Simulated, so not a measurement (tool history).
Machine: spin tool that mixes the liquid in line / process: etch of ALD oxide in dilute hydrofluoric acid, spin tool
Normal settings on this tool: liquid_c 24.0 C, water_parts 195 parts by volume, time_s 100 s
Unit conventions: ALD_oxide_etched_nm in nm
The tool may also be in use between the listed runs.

run,hour,liquid_c,water_parts,time_s,"read-back film thickness of the ALD oxide reference wafer, read on the same gauge (nm)",ALD_oxide_etched_nm
1,0.0,24.0,230,100,99.98,7.23
2,9.3,24.0,195,100,100.01,8.88
3,22.1,24.0,195,100,100.01,8.88
4,37.0,24.0,250,100,100.02,6.59
5,53.2,24.0,195,100,99.99,8.95
6,70.5,24.0,195,80,99.98,7.17
7,77.3,24.0,195,100,100.00,8.97
8,91.3,24.0,195,100,100.01,8.95
9,108.0,24.0,195,100,99.99,9.02
10,115.4,24.0,195,100,100.00,9.07
# hour 134.3: gauge calibrated
11,141.6,24.0,195,100,100.00,9.13
12,149.5,25.5,220,100,99.99,8.28
13,157.2,27.5,225,125,99.99,10.75
14,166.9,24.0,195,100,99.99,9.09
# hour 169.9: thermometer replaced
15,183.4,24.0,235,40,99.99,2.73
16,192.5,21.0,270,115,99.98,6.02
17,199.6,24.0,195,50,99.98,4.20
18,209.0,24.0,195,100,99.99,8.59
19,220.9,25.5,195,55,100.03,4.99
20,235.4,27.0,240,100,99.98,7.43
# hour 245.2: hydrofluoric acid flow meter replaced
21,246.4,19.5,195,145,99.99,9.53
22,255.6,26.0,195,100,100.00,8.46
23,263.3,27.5,130,145,99.98,21.04
24,280.1,24.0,195,100,100.00,7.80
25,290.2,24.0,195,100,99.99,7.84
26,296.5,24.0,105,135,100.02,21.58
27,312.6,24.0,195,100,100.00,7.96
28,319.0,24.0,270,130,99.99,6.91
29,336.5,24.0,230,75,100.02,4.82
30,346.0,20.5,285,100,100.02,4.37
31,362.3,28.5,195,100,100.01,9.34
32,389.8,24.0,195,100,100.00,8.12
33,404.3,24.0,195,100,100.00,8.05
34,412.7,24.0,195,100,100.02,7.91
35,427.3,21.5,195,100,100.02,7.35

Alternative continuations, all from the tool just after run 35; predict every row:
A,427.7,24.0,195,100,?,?
B,427.7,19.0,125,60,?,?
C,427.7,26.0,255,45,?,?
D,427.7,19.5,195,100,?,?

run,"read-back film thickness of the ALD oxide reference wafer, read on the same gauge (nm)",ALD_oxide_etched_nm
A,100.00,8.13
B,100.00,6.77
C,100.00,2.82
D,100.00,6.87
With the hidden condition removed and each run's random variation left untouched, the same runs would have given:
run,ALD_oxide_etched_nm
A,7.62
B,6.33
C,2.64
D,6.42
